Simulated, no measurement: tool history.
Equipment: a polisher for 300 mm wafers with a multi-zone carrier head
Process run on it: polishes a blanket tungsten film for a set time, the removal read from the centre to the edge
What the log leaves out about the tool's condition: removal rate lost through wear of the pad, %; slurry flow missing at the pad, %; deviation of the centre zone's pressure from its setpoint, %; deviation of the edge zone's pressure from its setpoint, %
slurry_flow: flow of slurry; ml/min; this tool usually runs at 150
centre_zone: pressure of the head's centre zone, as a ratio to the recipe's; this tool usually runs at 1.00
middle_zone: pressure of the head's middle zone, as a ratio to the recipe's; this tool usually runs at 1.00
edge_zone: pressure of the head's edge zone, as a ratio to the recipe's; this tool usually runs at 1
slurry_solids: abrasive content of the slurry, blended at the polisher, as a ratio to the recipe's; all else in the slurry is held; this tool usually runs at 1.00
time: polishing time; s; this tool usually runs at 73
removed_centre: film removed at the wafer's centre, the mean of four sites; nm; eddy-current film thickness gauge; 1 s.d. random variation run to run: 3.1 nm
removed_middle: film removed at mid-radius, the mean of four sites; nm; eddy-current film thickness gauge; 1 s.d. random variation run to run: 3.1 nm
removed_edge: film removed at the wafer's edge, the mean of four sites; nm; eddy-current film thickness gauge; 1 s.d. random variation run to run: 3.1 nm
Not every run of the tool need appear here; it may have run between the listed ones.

run,hour,slurry_flow,centre_zone,middle_zone,edge_zone,slurry_solids,time,wafers since the last listed run,wafers polished on this pad,hours since the slurry nozzle was cleaned,hours since the centre zone pressure was calibrated,hours since the edge zone pressure was calibrated,hours since the carrier head's membrane was replaced,"incoming thickness of the incoming film, nm",removed_centre,removed_middle,removed_edge
1,0.0,150,1.00,0.92,1,1.00,73,0,778,690.6,1070.1,237.8,1986.5,1262.3,290.7,302.7,324.9
# hour 34.9: carrier head's membrane replaced by a new one
# hour 59.4: worn pad replaced by a new one
2,89.3,150,1.00,1.00,1,1.00,73,944,351,779.9,1159.4,327.1,54.4,1244.4,283.6,320.7,320.7
3,124.5,150,1.00,1.00,1,1.00,73,414,765,815.1,1194.6,362.3,89.6,1254.4,278.7,312.7,318.9
4,145.0,150,1.00,1.00,1,1.00,73,241,1006,835.6,1215.1,382.8,110.1,1247.8,281.9,313.5,317.5
5,179.5,150,1.00,1.00,1,1.00,73,405,1412,870.1,1249.6,417.3,144.6,1251.1,273.4,312.4,317.1
# hour 201.4: centre zone pressure recalibrated
6,203.4,150,1.00,1.00,1,1.20,73,257,1669,894.0,2.0,441.2,168.5,1262.3,328.2,326.5,330.5
7,220.9,150,1.00,1.00,1,1.00,73,205,1875,911.5,19.5,458.7,186.0,1233.7,309.4,307.5,313.6
# hour 226.7: worn pad replaced by a new one
# hour 242.4: slurry nozzle cleaned
8,242.9,150,1.00,1.00,1,1.00,73,199,178,0.5,41.5,480.7,208.0,1235.4,332.4,326.9,332.6
9,270.0,150,1.00,1.00,1,0.75,73,318,497,27.6,68.6,507.8,235.1,1272.2,309.8,310.0,307.5
10,292.1,150,1.00,1.00,1,1.00,73,259,757,49.7,90.7,529.9,257.2,1234.1,338.4,326.9,328.8
11,310.0,150,1.00,1.00,1,1.00,73,210,967,67.6,108.6,547.8,275.1,1248.3,328.4,326.7,333.3
# hour 316.4: edge zone pressure recalibrated
12,343.1,150,1.00,0.93,1,1.00,73,365,1333,100.7,141.7,26.7,308.2,1238.6,331.1,313.7,328.9

Run 13 has not been measured yet. What should we expect?
# hour 357.0: worn pad replaced by a new one
13,362.7,200,1.06,0.89,1,1.00,73,183,66,120.3,161.3,46.3,327.8,1249.4,?,?,?

{"run 13": {"removed_centre": 356.8, "removed_middle": 309.9, "removed_edge": 343.9}}
On a tool with no hidden condition, and with the same random variation, this run would have come out at removed_centre 363.3 nm, removed_middle 312.0 nm, removed_edge 345.6 nm.

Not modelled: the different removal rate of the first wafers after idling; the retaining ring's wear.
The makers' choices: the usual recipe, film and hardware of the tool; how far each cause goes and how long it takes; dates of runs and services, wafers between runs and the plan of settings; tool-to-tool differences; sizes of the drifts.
